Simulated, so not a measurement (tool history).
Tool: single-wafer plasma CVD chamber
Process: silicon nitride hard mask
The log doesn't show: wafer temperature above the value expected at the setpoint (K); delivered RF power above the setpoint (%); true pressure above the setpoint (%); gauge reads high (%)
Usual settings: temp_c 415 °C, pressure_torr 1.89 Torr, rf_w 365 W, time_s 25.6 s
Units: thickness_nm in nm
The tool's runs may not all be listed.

| run | hour | temp_c | pressure_torr | rf_w | time_s | wafers since the last listed run | hours since the last thermocouple change | hours since the last RF generator calibration | hours since the last manometer calibration | hours since the showerhead was replaced | hours since the gauge calibration | read-back reference wafer on the same gauge, thickness_nm | thickness_nm |
|---|---|---|---|---|---|---|---|---|---|---|---|---|---|
| 1 | 0 | 415 | 1.89 | 365 | 25.6 | 0 | 1288.6 | 1950.2 | 1392 | 4860.5 | 708.6 | 39.683 | 34.326 |
| 2 | 97.4 | 415 | 1.89 | 365 | 25.6 | 1958 | 1386 | 2047.6 | 1489.4 | 4957.9 | 806 | 39.738 | 33.856 |
| 3 | 182.7 | 415 | 1.89 | 365 | 25.6 | 1715 | 1471.3 | 2132.9 | 1574.7 | 5043.2 | 891.3 | 39.698 | 33.776 |
| 4 | 244 | 415 | 1.89 | 365 | 25.6 | 1232 | 1532.6 | 2194.2 | 1636 | 5104.5 | 952.6 | 39.788 | 33.718 |
| 5 | 281 | 415 | 1.89 | 365 | 25.6 | 743 | 1569.6 | 2231.2 | 1673 | 5141.5 | 989.6 | 39.751 | 33.972 |
| 6 | 325.9 | 415 | 1.89 | 365 | 25.6 | 902 | 1614.5 | 2276.1 | 1717.9 | 5186.4 | 1034.5 | 39.748 | 33.503 |
| 7 | 366.3 | 415 | 1.89 | 365 | 25.6 | 812 | 1654.9 | 2316.5 | 1758.3 | 5226.8 | 1074.9 | 39.765 | 33.888 |
|  | 410.1 | showerhead replaced |
| 8 | 442.1 | 415 | 1.89 | 365 | 25.6 | 1363 | 1730.7 | 2392.3 | 1834.1 | 32 | 1150.7 | 39.813 | 33.73 |
|  | 485.6 | thermocouple changed; heater temperature recalibrated |
| 9 | 512.6 | 415 | 1.89 | 365 | 25.6 | 1256 | 27 | 2462.8 | 1904.6 | 102.5 | 1221.2 | 39.706 | 33.402 |
|  | 590.6 | capacitance manometer re-zeroed and calibrated |
| 10 | 617.5 | 405 | 1.89 | 365 | 25.6 | 1948 | 131.9 | 2567.7 | 26.9 | 207.4 | 1326.1 | 39.723 | 33.555 |
| 11 | 697.1 | 415 | 1.89 | 365 | 25.6 | 1600 | 211.5 | 2647.3 | 106.5 | 287 | 1405.7 | 39.698 | 33.631 |
| 12 | 772.8 | 415 | 1.89 | 365 | 25.6 | 1522 | 287.2 | 2723 | 182.2 | 362.7 | 1481.4 | 39.667 | 33.674 |
|  | 804.8 | RF generator calibrated |
| 13 | 836.6 | 429 | 1.89 | 340 | 29.9 | 1122 | 351 | 31.8 | 246 | 426.5 | 1545.2 | 39.635 | 35.984 |
| 14 | 889.6 | 415 | 2.25 | 420 | 20.5 | 1065 | 404 | 84.8 | 299 | 479.5 | 1598.2 | 39.623 | 29.859 |
| 15 | 956.2 | 415 | 1.5 | 365 | 25.6 | 1339 | 470.6 | 151.4 | 365.6 | 546.1 | 1664.8 | 39.753 | 30.258 |
|  | 960 | gauge calibrated |
| 16 | 1029.8 | 408 | 2.03 | 365 | 22.8 | 1479 | 544.2 | 225 | 439.2 | 619.7 | 69.8 | 39.722 | 29.631 |
|  | 1061.6 | RF generator calibrated, repeated, since the last time left the tool worse |
| 17 | 1124.3 | 415 | 1.89 | 365 | 25.6 | 1739 | 638.7 | 62.7 | 533.7 | 714.2 | 164.3 | 39.627 | 34.65 |
| 18 | 1231.1 | 415 | 1.89 | 365 | 25.6 | 2147 | 745.5 | 169.5 | 640.5 | 821 | 271.1 | 39.608 | 34.764 |
| 19 | 1300.4 | 402 | 1.52 | 365 | 27.1 | 1393 | 814.8 | 238.8 | 709.8 | 890.3 | 340.4 | 39.709 | 34.961 |

Forecast each of these 3 alternatives for the next run:
| A | 1300.8 | 415 | 1.89 | 365 | 20.9 | 8 | 815.2 | 239.2 | 710.2 | 890.7 | 340.8 | ? | ? |
| B | 1300.8 | 423 | 1.48 | 365 | 25.6 | 8 | 815.2 | 239.2 | 710.2 | 890.7 | 340.8 | ? | ? |
| C | 1300.8 | 425 | 1.89 | 425 | 28.2 | 8 | 815.2 | 239.2 | 710.2 | 890.7 | 340.8 | ? | ? |

| run | read-back reference wafer on the same gauge, thickness_nm | thickness_nm |
|---|---|---|
| A | 39.585 | 28.126 |
| B | 39.585 | 32.037 |
| C | 39.585 | 41.313 |
Without the tool's hidden state the same runs would have given:
| run | thickness_nm |
|---|---|
| A | 28.215 |
| B | 32.139 |
| C | 41.435 |

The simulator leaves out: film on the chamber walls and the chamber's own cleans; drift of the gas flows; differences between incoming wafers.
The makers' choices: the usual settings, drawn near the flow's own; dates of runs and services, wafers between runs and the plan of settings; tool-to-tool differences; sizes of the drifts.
